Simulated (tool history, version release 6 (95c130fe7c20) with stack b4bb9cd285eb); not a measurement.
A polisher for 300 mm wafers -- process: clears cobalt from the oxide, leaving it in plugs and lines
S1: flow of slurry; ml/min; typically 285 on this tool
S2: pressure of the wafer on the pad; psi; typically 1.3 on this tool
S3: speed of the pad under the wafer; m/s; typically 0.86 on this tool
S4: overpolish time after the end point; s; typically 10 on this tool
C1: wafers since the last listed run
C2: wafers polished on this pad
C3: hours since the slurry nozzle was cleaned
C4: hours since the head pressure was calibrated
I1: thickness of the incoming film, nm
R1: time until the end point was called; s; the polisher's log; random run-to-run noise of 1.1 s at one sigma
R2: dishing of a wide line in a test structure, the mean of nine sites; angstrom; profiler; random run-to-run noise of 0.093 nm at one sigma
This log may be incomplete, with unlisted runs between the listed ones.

{"run": 1, "hour": 0.0, "S1": 285, "S2": 1.3, "S3": 0.86, "S4": 10, "C1": 0, "C2": 1839, "C3": 275.8, "C4": 991.7, "I1": 221.3, "R1": 109.4, "R2": 81}
{"hour": 16.8, "done": "worn pad replaced by a new one"}
{"run": 2, "hour": 20.1, "S1": 285, "S2": 1.3, "S3": 0.86, "S4": 10, "C1": 155, "C2": 32, "C3": 295.9, "C4": 1011.8, "I1": 220.2, "R1": 108.1, "R2": 81}
{"run": 3, "hour": 35.2, "S1": 285, "S2": 1.3, "S3": 0.86, "S4": 10, "C1": 145, "C2": 177, "C3": 311, "C4": 1026.9, "I1": 215.8, "R1": 106.9, "R2": 81}
{"run": 4, "hour": 71.1, "S1": 285, "S2": 1.3, "S3": 0.86, "S4": 10, "C1": 345, "C2": 523, "C3": 346.9, "C4": 1062.8, "I1": 219.9, "R1": 107.7, "R2": 83}
{"run": 5, "hour": 102.1, "S1": 285, "S2": 1.3, "S3": 0.86, "S4": 10, "C1": 298, "C2": 821, "C3": 377.9, "C4": 1093.8, "I1": 221.6, "R1": 111.3, "R2": 81}
{"run": 6, "hour": 128.9, "S1": 285, "S2": 1.3, "S3": 0.86, "S4": 10, "C1": 258, "C2": 1079, "C3": 404.7, "C4": 1120.6, "I1": 217, "R1": 105.9, "R2": 81}
{"run": 7, "hour": 147.9, "S1": 285, "S2": 1.3, "S3": 0.86, "S4": 10, "C1": 182, "C2": 1262, "C3": 423.7, "C4": 1139.6, "I1": 220.9, "R1": 108.7, "R2": 79}
{"run": 8, "hour": 166.2, "S1": 285, "S2": 1.3, "S3": 0.86, "S4": 10, "C1": 176, "C2": 1439, "C3": 442, "C4": 1157.9, "I1": 219.7, "R1": 104.9, "R2": 80}
{"run": 9, "hour": 184.0, "S1": 285, "S2": 1.3, "S3": 0.86, "S4": 10, "C1": 171, "C2": 1610, "C3": 459.8, "C4": 1175.7, "I1": 222.6, "R1": 110, "R2": 80}
{"hour": 189.3, "done": "worn pad replaced by a new one"}
{"run": 10, "hour": 246.3, "S1": 285, "S2": 1.3, "S3": 0.86, "S4": 10, "C1": 561, "C2": 548, "C3": 522.1, "C4": 1238, "I1": 220, "R1": 109.5, "R2": 81}
{"run": 11, "hour": 258.5, "S1": 285, "S2": 1.3, "S3": 0.86, "S4": 10, "C1": 117, "C2": 665, "C3": 534.3, "C4": 1250.2, "I1": 221.4, "R1": 106.4, "R2": 81}
{"run": 12, "hour": 273.7, "S1": 285, "S2": 1.3, "S3": 0.86, "S4": 10, "C1": 146, "C2": 812, "C3": 549.5, "C4": 1265.4, "I1": 217.6, "R1": 107.8, "R2": 79}
{"run": 13, "hour": 299.4, "S1": 285, "S2": 1.3, "S3": 0.86, "S4": 10, "C1": 247, "C2": 1059, "C3": 575.2, "C4": 1291.1, "I1": 222, "R1": 109.9, "R2": 80}
{"run": 14, "hour": 325.4, "S1": 285, "S2": 1.3, "S3": 0.86, "S4": 10, "C1": 250, "C2": 1310, "C3": 601.2, "C4": 1317.1, "I1": 221.6, "R1": 109.4, "R2": 79}
{"run": 15, "hour": 352.6, "S1": 215, "S2": 1.3, "S3": 0.86, "S4": 10, "C1": 261, "C2": 1572, "C3": 628.4, "C4": 1344.3, "I1": 218.8, "R1": 110.6, "R2": 80}
{"hour": 373.8, "done": "worn pad replaced by a new one"}
{"run": 16, "hour": 384.0, "S1": 190, "S2": 1.3, "S3": 0.86, "S4": 10, "C1": 263, "C2": 98, "C3": 659.8, "C4": 1375.7, "I1": 223.4, "R1": 114.3, "R2": 79}
{"run": 17, "hour": 398.5, "S1": 205, "S2": 1.8, "S3": 0.86, "S4": 13, "C1": 139, "C2": 237, "C3": 674.3, "C4": 1390.2, "I1": 222.7, "R1": 87.7, "R2": 87}
{"run": 18, "hour": 425.0, "S1": 255, "S2": 1.3, "S3": 0.62, "S4": 10, "C1": 255, "C2": 492, "C3": 700.8, "C4": 1416.7, "I1": 218.7, "R1": 149.2, "R2": 73}
{"hour": 450.8, "done": "head pressure recalibrated"}
{"run": 19, "hour": 451.3, "S1": 285, "S2": 1.3, "S3": 0.86, "S4": 14, "C1": 234, "C2": 726, "C3": 727.1, "C4": 0.5, "I1": 219.5, "R1": 98.6, "R2": 85}
{"run": 20, "hour": 483.1, "S1": 355, "S2": 1.3, "S3": 0.86, "S4": 6, "C1": 306, "C2": 1033, "C3": 758.9, "C4": 32.3, "I1": 219.8, "R1": 98, "R2": 69}
{"hour": 498.6, "done": "slurry nozzle cleaned"}
{"run": 21, "hour": 504.1, "S1": 285, "S2": 1.3, "S3": 0.86, "S4": 10, "C1": 192, "C2": 1225, "C3": 5.5, "C4": 53.3, "I1": 220, "R1": 101.5, "R2": 81}
{"run": 22, "hour": 532.3, "S1": 285, "S2": 1.7, "S3": 0.86, "S4": 10, "C1": 271, "C2": 1497, "C3": 33.7, "C4": 81.5, "I1": 216.4, "R1": 82.7, "R2": 83}
{"run": 23, "hour": 559.7, "S1": 285, "S2": 1.3, "S3": 0.56, "S4": 10, "C1": 263, "C2": 1761, "C3": 61.1, "C4": 108.9, "I1": 222.3, "R1": 159.1, "R2": 71}
{"hour": 572.6, "done": "worn pad replaced by a new one"}
{"run": 24, "hour": 575.6, "S1": 285, "S2": 0.8, "S3": 0.68, "S4": 10, "C1": 114, "C2": 28, "C3": 77, "C4": 124.8, "I1": 219.5, "R1": 173.4, "R2": 69}
{"run": 25, "hour": 608.7, "S1": 315, "S2": 1.3, "S3": 0.6, "S4": 13, "C1": 318, "C2": 347, "C3": 110.1, "C4": 157.9, "I1": 219.9, "R1": 145.5, "R2": 79}
{"run": 26, "hour": 626.1, "S1": 285, "S2": 1.3, "S3": 1.02, "S4": 10, "C1": 167, "C2": 514, "C3": 127.5, "C4": 175.3, "I1": 220, "R1": 84.8, "R2": 84}
{"run": 27, "hour": 657.6, "S1": 225, "S2": 1.3, "S3": 1.1, "S4": 4, "C1": 303, "C2": 818, "C3": 159, "C4": 206.8, "I1": 215.4, "R1": 80, "R2": 63}
{"run": 28, "hour": 681.6, "S1": 205, "S2": 1.8, "S3": 0.86, "S4": 13, "C1": 231, "C2": 1049, "C3": 183, "C4": 230.8, "I1": 222.2, "R1": 84.1, "R2": 88}
{"run": 29, "hour": 709.3, "S1": 335, "S2": 1.5, "S3": 0.86, "S4": 5, "C1": 266, "C2": 1316, "C3": 210.7, "C4": 258.5, "I1": 218.8, "R1": 92.9, "R2": 65}
{"run": 30, "hour": 726.2, "S1": 285, "S2": 1.3, "S3": 0.86, "S4": 10, "C1": 162, "C2": 1478, "C3": 227.6, "C4": 275.4, "I1": 223.2, "R1": 104.8, "R2": 81}
{"run": 31, "hour": 740.4, "S1": 190, "S2": 1.8, "S3": 0.86, "S4": 5, "C1": 136, "C2": 1615, "C3": 241.8, "C4": 289.6, "I1": 220.2, "R1": 83.8, "R2": 68}
{"run": 32, "hour": 760.5, "S1": 230, "S2": 1.3, "S3": 0.96, "S4": 10, "C1": 193, "C2": 1809, "C3": 261.9, "C4": 309.7, "I1": 217.6, "R1": 94.3, "R2": 83}
{"hour": 782.9, "done": "worn pad replaced by a new one"}
{"run": 33, "hour": 795.1, "S1": 200, "S2": 1.3, "S3": 0.94, "S4": 7, "C1": 294, "C2": 117, "C3": 296.5, "C4": 344.3, "I1": 217.1, "R1": 96.1, "R2": 72}
{"run": 34, "hour": 827.5, "S1": 285, "S2": 1.5, "S3": 0.62, "S4": 10, "C1": 312, "C2": 429, "C3": 328.9, "C4": 376.7, "I1": 219.7, "R1": 131.4, "R2": 76}

Here are 5 independent what-if runs from the current tool condition. What would each one return?
{"run": "A", "hour": 828.0, "S1": 285, "S2": 1.8, "S3": 0.86, "S4": 10, "C1": 4, "C2": 434, "C3": 329.4, "C4": 377.2, "I1": 220.1, "R1": "?", "R2": "?"}
{"run": "B", "hour": 828.0, "S1": 320, "S2": 1.3, "S3": 0.86, "S4": 10, "C1": 4, "C2": 434, "C3": 329.4, "C4": 377.2, "I1": 220.1, "R1": "?", "R2": "?"}
{"run": "C", "hour": 828.0, "S1": 285, "S2": 1.7, "S3": 0.58, "S4": 12, "C1": 4, "C2": 434, "C3": 329.4, "C4": 377.2, "I1": 220.1, "R1": "?", "R2": "?"}
{"run": "D", "hour": 828.0, "S1": 200, "S2": 1.7, "S3": 0.98, "S4": 15, "C1": 4, "C2": 434, "C3": 329.4, "C4": 377.2, "I1": 220.1, "R1": "?", "R2": "?"}
{"run": "E", "hour": 828.0, "S1": 285, "S2": 1.5, "S3": 0.98, "S4": 10, "C1": 4, "C2": 434, "C3": 329.4, "C4": 377.2, "I1": 220.1, "R1": "?", "R2": "?"}

run=A R1=81 R2=86
run=B R1=102.1 R2=82
run=C R1=125.4 R2=82
run=D R1=76 R2=89
run=E R1=81.4 R2=86
Had the tool no hidden state, the same runs would have come out as:
run=A R1=76.3 R2=86
run=B R1=96.2 R2=83
run=C R1=118.1 R2=83
run=D R1=71.6 R2=89
run=E R1=76.7 R2=86
